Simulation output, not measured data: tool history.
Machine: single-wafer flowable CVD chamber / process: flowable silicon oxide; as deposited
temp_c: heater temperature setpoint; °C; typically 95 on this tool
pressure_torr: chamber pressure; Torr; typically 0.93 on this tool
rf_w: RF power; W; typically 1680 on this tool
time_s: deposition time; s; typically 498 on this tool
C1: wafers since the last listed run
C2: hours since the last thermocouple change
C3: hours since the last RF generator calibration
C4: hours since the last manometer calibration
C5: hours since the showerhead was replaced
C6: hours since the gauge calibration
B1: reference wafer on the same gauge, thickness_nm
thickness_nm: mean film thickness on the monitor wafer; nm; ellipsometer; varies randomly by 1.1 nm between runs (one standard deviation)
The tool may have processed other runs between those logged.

Run 1, day 0: usual settings; C1 0; C2 1429.8; C3 2236; C4 912.4; C5 3805.1; C6 181.4; B1 349.965. Result: thickness_nm 420.64 nm.
Run 2, day 1.146: usual settings; C1 84; C2 1457.3; C3 2263.5; C4 939.9; C5 3832.6; C6 208.9; B1 350.194. Result: thickness_nm 422.104 nm.
Run 3, day 2.208: usual settings; C1 78; C2 1482.8; C3 2289; C4 965.4; C5 3858.1; C6 234.4; B1 350.207. Result: thickness_nm 420.317 nm.
Run 4, day 2.742: usual settings; C1 39; C2 1495.6; C3 2301.8; C4 978.2; C5 3870.9; C6 247.2; B1 349.905. Result: thickness_nm 421.862 nm.
Run 5, day 3.646: usual settings; C1 66; C2 1517.3; C3 2323.5; C4 999.9; C5 3892.6; C6 268.9; B1 350.104. Result: thickness_nm 420.454 nm.
Run 6, day 4.179: usual settings but rf_w 1820 W; C1 39; C2 1530.1; C3 2336.3; C4 1012.7; C5 3905.4; C6 281.7; B1 350.004. Result: thickness_nm 430.632 nm.
Run 7, day 4.962: usual settings but rf_w 1820 W; C1 57; C2 1548.9; C3 2355.1; C4 1031.5; C5 3924.2; C6 300.5; B1 349.966. Result: thickness_nm 432.794 nm.
At day 5.4: showerhead replaced.
Run 8, day 5.483: usual settings but rf_w 1820 W; C1 13; C2 1561.4; C3 2367.6; C4 1044; C5 2; C6 313; B1 349.784. Result: thickness_nm 430.018 nm.
Run 9, day 6.171: usual settings; C1 50; C2 1577.9; C3 2384.1; C4 1060.5; C5 18.5; C6 329.5; B1 350.128. Result: thickness_nm 419.156 nm.
Run 10, day 7.146: usual settings but temp_c 110 °C, pressure_torr 1.038 Torr, rf_w 1480 W, time_s 551 s; C1 71; C2 1601.3; C3 2407.5; C4 1083.9; C5 41.9; C6 352.9; B1 350.035. Result: thickness_nm 287.086 nm.
At day 7.567: capacitance manometer re-zeroed and calibrated.
At day 7.812: gauge calibrated.
Run 11, day 8.521: usual settings but rf_w 1420 W, time_s 527 s; C1 76; C2 1634.3; C3 2440.5; C4 22.9; C5 74.9; C6 17; B1 349.847. Result: thickness_nm 425.734 nm.
At day 8.917: thermocouple changed; heater temperature recalibrated.
Run 12, day 9.838: usual settings but temp_c 109 °C, time_s 587 s; C1 72; C2 22.1; C3 2472.1; C4 54.5; C5 106.5; C6 48.6; B1 350.28. Result: thickness_nm 292.14 nm.
At day 10.317: RF generator calibrated.
Run 13, day 10.558: usual settings but pressure_torr 1.1 Torr; C1 28; C2 39.4; C3 5.8; C4 71.8; C5 123.8; C6 65.9; B1 349.758. Result: thickness_nm 500.008 nm.
Run 14, day 12.542: usual settings but temp_c 88 °C; C1 146; C2 87; C3 53.4; C4 119.4; C5 171.4; C6 113.5; B1 350.024. Result: thickness_nm 543.215 nm.

The next listed run, before its measurement:
Run 15, day 15.171: usual settings; C1 193; C2 150.1; C3 116.5; C4 182.5; C5 234.5; C6 176.6; B1 ?. Result: thickness_nm ?.

Run 15 yielded B1 350.051, thickness_nm 422.578 nm.
Take away the tool's hidden state, keep the run-to-run variation as it was, and the same run would have given thickness_nm 422.578 nm.

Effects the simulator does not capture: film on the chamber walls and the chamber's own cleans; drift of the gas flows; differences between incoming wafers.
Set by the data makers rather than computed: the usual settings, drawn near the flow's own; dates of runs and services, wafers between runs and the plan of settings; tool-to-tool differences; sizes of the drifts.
